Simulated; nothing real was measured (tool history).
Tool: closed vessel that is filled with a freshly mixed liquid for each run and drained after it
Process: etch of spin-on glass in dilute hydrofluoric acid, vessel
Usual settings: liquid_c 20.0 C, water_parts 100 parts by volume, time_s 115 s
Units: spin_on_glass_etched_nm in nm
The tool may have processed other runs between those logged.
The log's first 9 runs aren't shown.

| run | day | liquid_c | water_parts | time_s | wafers since the last listed run | hours since the thermometer was replaced | hours since the hydrofluoric acid flow meter was replaced | hours since the gauge calibration | read-back film thickness of the spin-on glass reference wafer, read on the same gauge (nm) | spin_on_glass_etched_nm |
|---|---|---|---|---|---|---|---|---|---|---|
| 10 | 36.292 | 20.0 | 100 | 115 | 3616 | 2020.3 | 1400.0 | 3367.0 | 139.98 | 43.40 |
| 11 | 38.912 | 20.0 | 100 | 115 | 4451 | 2083.2 | 1462.9 | 3429.9 | 139.99 | 43.60 |
| 12 | 41.946 | 20.0 | 100 | 115 | 5152 | 2156.0 | 1535.7 | 3502.7 | 140.01 | 43.58 |
| 13 | 43.525 | 17.0 | 100 | 115 | 2682 | 2193.9 | 1573.6 | 3540.6 | 139.99 | 38.16 |
| 14 | 47.404 | 20.0 | 70 | 90 | 6588 | 2287.0 | 1666.7 | 3633.7 | 140.00 | 49.74 |
| 15 | 49.212 | 20.0 | 100 | 115 | 3071 | 2330.4 | 1710.1 | 3677.1 | 140.00 | 43.22 |
|  | 49.717 | thermometer replaced |
| 16 | 50.729 | 24.0 | 115 | 70 | 2505 | 24.3 | 1746.5 | 3713.5 | 139.99 | 27.47 |
| 17 | 55.071 | 20.0 | 100 | 115 | 7374 | 128.5 | 1850.7 | 3817.7 | 139.99 | 44.93 |
| 18 | 57.175 | 22.0 | 130 | 115 | 3574 | 179.0 | 1901.2 | 3868.2 | 139.99 | 36.13 |
|  | 59.525 | gauge calibrated |
| 19 | 59.858 | 20.0 | 100 | 115 | 4557 | 243.4 | 1965.6 | 8.0 | 140.00 | 44.80 |
| 20 | 61.712 | 21.5 | 100 | 65 | 3149 | 287.9 | 2010.1 | 52.5 | 140.01 | 26.88 |
| 21 | 64.525 | 17.0 | 80 | 135 | 4777 | 355.4 | 2077.6 | 120.0 | 140.02 | 58.97 |
| 22 | 66.346 | 17.5 | 120 | 60 | 3092 | 399.1 | 2121.3 | 163.7 | 140.01 | 17.06 |
|  | 68.071 | hydrofluoric acid flow meter replaced |
| 23 | 69.133 | 20.0 | 100 | 115 | 4663 | 466.0 | 25.5 | 230.6 | 140.00 | 44.95 |
| 24 | 71.454 | 20.0 | 100 | 115 | 3942 | 521.7 | 81.2 | 286.3 | 140.00 | 44.38 |
| 25 | 73.750 | 20.0 | 75 | 55 | 3899 | 576.8 | 136.3 | 341.4 | 140.00 | 29.18 |
| 26 | 79.888 | 20.0 | 70 | 135 | 10424 | 724.1 | 283.6 | 488.7 | 139.99 | 76.97 |
| 27 | 84.188 | 20.0 | 135 | 115 | 7303 | 827.3 | 386.8 | 591.9 | 140.01 | 31.69 |
| 28 | 88.071 | 20.0 | 100 | 115 | 6596 | 920.5 | 480.0 | 685.1 | 139.98 | 44.23 |

Run 29 comes next. What will it give?
| 29 | 91.025 | 20.0 | 100 | 115 | 5017 | 991.4 | 550.9 | 756.0 | ? | ? |

read-back film thickness of the spin-on glass reference wafer, read on the same gauge (nm): 140.02
spin_on_glass_etched_nm: 44.43 nm
Take away the tool's hidden state, keep the run-to-run variation as it was, and the same run would have given spin_on_glass_etched_nm 45.45 nm.

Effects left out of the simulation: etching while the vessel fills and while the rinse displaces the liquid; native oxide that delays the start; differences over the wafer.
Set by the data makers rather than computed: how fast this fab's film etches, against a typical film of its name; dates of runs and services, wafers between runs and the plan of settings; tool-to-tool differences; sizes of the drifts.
